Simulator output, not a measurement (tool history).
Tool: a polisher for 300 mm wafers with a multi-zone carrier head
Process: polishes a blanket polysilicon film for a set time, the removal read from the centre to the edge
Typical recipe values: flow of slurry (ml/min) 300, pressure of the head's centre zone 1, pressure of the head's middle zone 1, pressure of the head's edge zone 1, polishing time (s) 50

| run | hour | flow of slurry (ml/min) | pressure of the head's centre zone | pressure of the head's middle zone | pressure of the head's edge zone | polishing time (s) | wafers since the last listed run | wafers polished on this pad | hours since the slurry nozzle was cleaned | hours since the centre zone pressure was calibrated | hours since the edge zone pressure was calibrated | hours since the carrier head's membrane was replaced | incoming thickness of the incoming film, nm | film removed at the wafer's centre (Å) | film removed at mid-radius (Å) | film removed at the wafer's edge (Å) |
|---|---|---|---|---|---|---|---|---|---|---|---|---|---|---|---|---|
| 1 | 0 | 300 | 1 | 1.03 | 1 | 50 | 0 | 2206 | 419.6 | 811.3 | 84.6 | 1023.9 | 979.3 | 1908 | 1903 | 1827 |
| 2 | 25.8 | 300 | 1 | 1 | 1 | 50 | 371 | 2577 | 445.4 | 837.1 | 110.4 | 1049.7 | 962.9 | 1867 | 1882 | 1870 |
|  | 46.7 | carrier head's membrane replaced by a new one |
| 3 | 55.4 | 300 | 1 | 1 | 1 | 36 | 353 | 2931 | 475 | 866.7 | 140 | 8.7 | 962.9 | 1371 | 1317 | 1308 |
|  | 68.6 | worn pad replaced by a new one |
|  | 88.6 | centre zone pressure recalibrated |
| 4 | 89.7 | 250 | 0.96 | 1 | 1.04 | 63 | 407 | 274 | 509.3 | 1.1 | 174.3 | 43 | 980.5 | 2262 | 2293 | 2327 |
| 5 | 121.5 | 300 | 0.89 | 1 | 1.06 | 59 | 457 | 732 | 541.1 | 32.9 | 206.1 | 74.8 | 978.7 | 2021 | 2177 | 2264 |
| 6 | 150.4 | 255 | 1 | 1.04 | 0.95 | 40 | 415 | 1148 | 570 | 61.8 | 235 | 103.7 | 968.7 | 1495 | 1473 | 1417 |
| 7 | 169.3 | 300 | 1 | 1 | 1 | 50 | 271 | 1420 | 588.9 | 80.7 | 253.9 | 122.6 | 979.9 | 1877 | 1836 | 1805 |
| 8 | 190.8 | 200 | 1.05 | 0.88 | 0.97 | 50 | 309 | 1729 | 610.4 | 102.2 | 275.4 | 144.1 | 976.5 | 1897 | 1608 | 1758 |
| 9 | 218.2 | 300 | 1 | 1.12 | 1 | 50 | 394 | 2123 | 637.8 | 129.6 | 302.8 | 171.5 | 967.5 | 1912 | 2023 | 1824 |
| 10 | 241.1 | 300 | 1 | 1 | 1 | 62 | 329 | 2453 | 660.7 | 152.5 | 325.7 | 194.4 | 985.9 | 2375 | 2275 | 2279 |
|  | 270.6 | worn pad replaced by a new one |
|  | 280.1 | slurry nozzle cleaned |
| 11 | 281.7 | 300 | 1 | 1 | 0.9 | 50 | 512 | 144 | 1.6 | 193.1 | 366.3 | 235 | 988.6 | 1911 | 1844 | 1773 |
| 12 | 313.1 | 345 | 1 | 1 | 1 | 50 | 451 | 596 | 33 | 224.5 | 397.7 | 266.4 | 982.7 | 1943 | 1833 | 1889 |
| 13 | 328.3 | 360 | 1 | 1 | 1.06 | 50 | 218 | 815 | 48.2 | 239.7 | 412.9 | 281.6 | 977.1 | 1855 | 1868 | 1891 |
| 14 | 345.1 | 300 | 1 | 1 | 1 | 50 | 241 | 1056 | 65 | 256.5 | 429.7 | 298.4 | 985.1 | 1922 | 1838 | 1826 |
| 15 | 380.8 | 300 | 1 | 1 | 1 | 36 | 513 | 1570 | 100.7 | 292.2 | 465.4 | 334.1 | 984.7 | 1344 | 1337 | 1330 |
| 16 | 407.3 | 300 | 1 | 1 | 1 | 50 | 381 | 1951 | 127.2 | 318.7 | 491.9 | 360.6 | 990.1 | 1906 | 1840 | 1849 |
| 17 | 426.9 | 330 | 1 | 1 | 1 | 50 | 281 | 2233 | 146.8 | 338.3 | 511.5 | 380.2 | 957.7 | 1888 | 1842 | 1860 |
|  | 448.6 | worn pad replaced by a new one |
| 18 | 454 | 300 | 1 | 1 | 1 | 50 | 332 | 78 | 173.9 | 365.4 | 538.6 | 407.3 | 973.7 | 1879 | 1857 | 1843 |
| 19 | 487.8 | 355 | 1 | 1.11 | 1 | 57 | 486 | 564 | 207.7 | 399.2 | 572.4 | 441.1 | 984.9 | 2238 | 2291 | 2106 |
| 20 | 516.1 | 300 | 1 | 1.05 | 0.91 | 50 | 407 | 971 | 236 | 427.5 | 600.7 | 469.4 | 989.5 | 1933 | 1978 | 1764 |
| 21 | 532.5 | 300 | 1 | 1 | 1 | 50 | 235 | 1207 | 252.4 | 443.9 | 617.1 | 485.8 | 976.4 | 1880 | 1844 | 1854 |

The tool's hidden state at each run:
removal rate lost through wear of the pad, %: 0 in every run
slurry flow missing at the pad, %: 0 in every run
deviation of the centre zone's pressure from its setpoint, %: 0 in every run
deviation of the edge zone's pressure from its setpoint, %: 0 in every run
